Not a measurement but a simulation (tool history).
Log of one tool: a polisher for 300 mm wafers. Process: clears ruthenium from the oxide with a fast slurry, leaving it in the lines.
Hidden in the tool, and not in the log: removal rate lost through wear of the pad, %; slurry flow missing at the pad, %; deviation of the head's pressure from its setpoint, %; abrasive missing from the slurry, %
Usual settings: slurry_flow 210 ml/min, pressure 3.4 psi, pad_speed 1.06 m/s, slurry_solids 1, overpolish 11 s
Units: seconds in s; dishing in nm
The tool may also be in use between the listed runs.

run,hour,slurry_flow,pressure,pad_speed,slurry_solids,overpolish,wafers since the last listed run,wafers polished on this pad,hours since the slurry nozzle was cleaned,hours since the head pressure was calibrated,hours since the slurry blender was calibrated,"incoming thickness of the incoming film, nm",seconds,dishing
1,0,210,3.4,1.06,1,11,0,1744,213.5,192.7,42.7,212.9,35.6,49.3
2,61,210,3.4,1.06,1,11,736,2480,274.5,253.7,103.7,211.7,35.5,46.6
# hour 97.9: worn pad replaced by a new one
3,120.5,210,3.4,1.06,1,11,669,272,334,313.2,163.2,209.3,35.2,46.1
# hour 131.4: head pressure recalibrated
4,146.1,210,3.4,1.06,1,11,284,557,359.6,14.7,188.8,211.6,35.3,46.8
# hour 204: slurry blender recalibrated
5,205.3,210,3.4,1.06,1,11,690,1247,418.8,73.9,1.3,212.1,35.2,44.7
6,248.6,210,3.4,1.06,1,11,522,1770,462.1,117.2,44.6,206.9,34.2,45.3
7,276.3,210,3.4,1.06,1,11,334,2104,489.8,144.9,72.3,206.2,35,43.9
8,308.4,210,3.4,1.06,1,11,387,2491,521.9,177,104.4,207.7,34.2,47.5
# hour 346.1: slurry nozzle cleaned
# hour 356.3: worn pad replaced by a new one
9,356.8,210,4.2,1.06,1,11,523,6,10.7,225.4,152.8,210.6,29.4,52.8
10,378.8,210,3.4,1.06,1,11,265,271,32.7,247.4,174.8,209.8,34.9,46.3
# hour 433.7: slurry blender recalibrated
11,449.9,210,3.4,1.32,0.8,11,833,1105,103.8,318.5,16.2,209.2,31.9,49.7
# hour 503.6: head pressure recalibrated
12,528.2,210,3.4,1.32,0.8,11,920,2026,182.1,24.6,94.5,209.6,31.9,49.4
# hour 570.9: worn pad replaced by a new one
13,571.4,210,3.4,1.06,1,11,473,5,225.3,67.8,137.7,209,34.5,48.3
14,630.9,210,3.4,1.06,1,11,718,723,284.8,127.3,197.2,208.4,34.6,46.6
# hour 643.4: slurry blender recalibrated
15,695.1,210,3.4,1.06,1,15,750,1474,349,191.5,51.7,209,36.3,58.2
16,723.9,210,3.4,1.06,1,11,347,1821,377.8,220.3,80.5,210.4,34.2,47.8
17,759.5,210,3.4,1.06,1,11,429,2251,413.4,255.9,116.1,209.3,34.7,46.3
# hour 777: worn pad replaced by a new one
18,787.9,255,3.4,1.06,0.75,14,294,131,441.8,284.3,144.5,210.6,38.8,52.8
# hour 794.6: head pressure recalibrated
# hour 866.4: slurry nozzle cleaned
19,895.9,245,3.4,1.06,1,13,1267,1398,29.5,101.3,252.5,207.2,34.5,53.7
# hour 916.1: slurry blender recalibrated
20,954.8,210,3.4,1.06,1,11,686,2085,88.4,160.2,38.7,210.9,35.2,47.9
21,1025.2,210,2.9,1.06,1,18,849,2935,158.8,230.6,109.1,210.3,40.1,58.2
# hour 1045.4: worn pad replaced by a new one
22,1078.7,140,3.7,1.06,1,11,597,402,212.3,284.1,162.6,209.7,35.1,46.7
23,1115.5,270,3.4,1.06,1,8,444,846,249.1,320.9,199.4,210.2,34,38.5
# hour 1127.1: head pressure recalibrated
# hour 1153.1: slurry blender recalibrated
24,1187.5,210,4.5,1.42,1.2,11,820,1667,321.1,60.4,34.4,210.7,19.3,69.2

Forecast each of these 3 alternatives for the next run:
A,1187.9,210,3.4,1.06,1,11,4,1672,321.5,60.8,34.8,206.3,?,?
B,1187.9,210,2.7,1.06,1,11,4,1672,321.5,60.8,34.8,206.3,?,?
C,1187.9,210,3.4,1.06,1,13,4,1672,321.5,60.8,34.8,206.3,?,?

run,seconds,dishing
A,34.3,47.9
B,40.7,41.9
C,34.3,54.1
Without the tool's hidden state the same runs would have given:
run,seconds,dishing
A,34.3,47.9
B,40.7,41.9
C,34.3,54.1
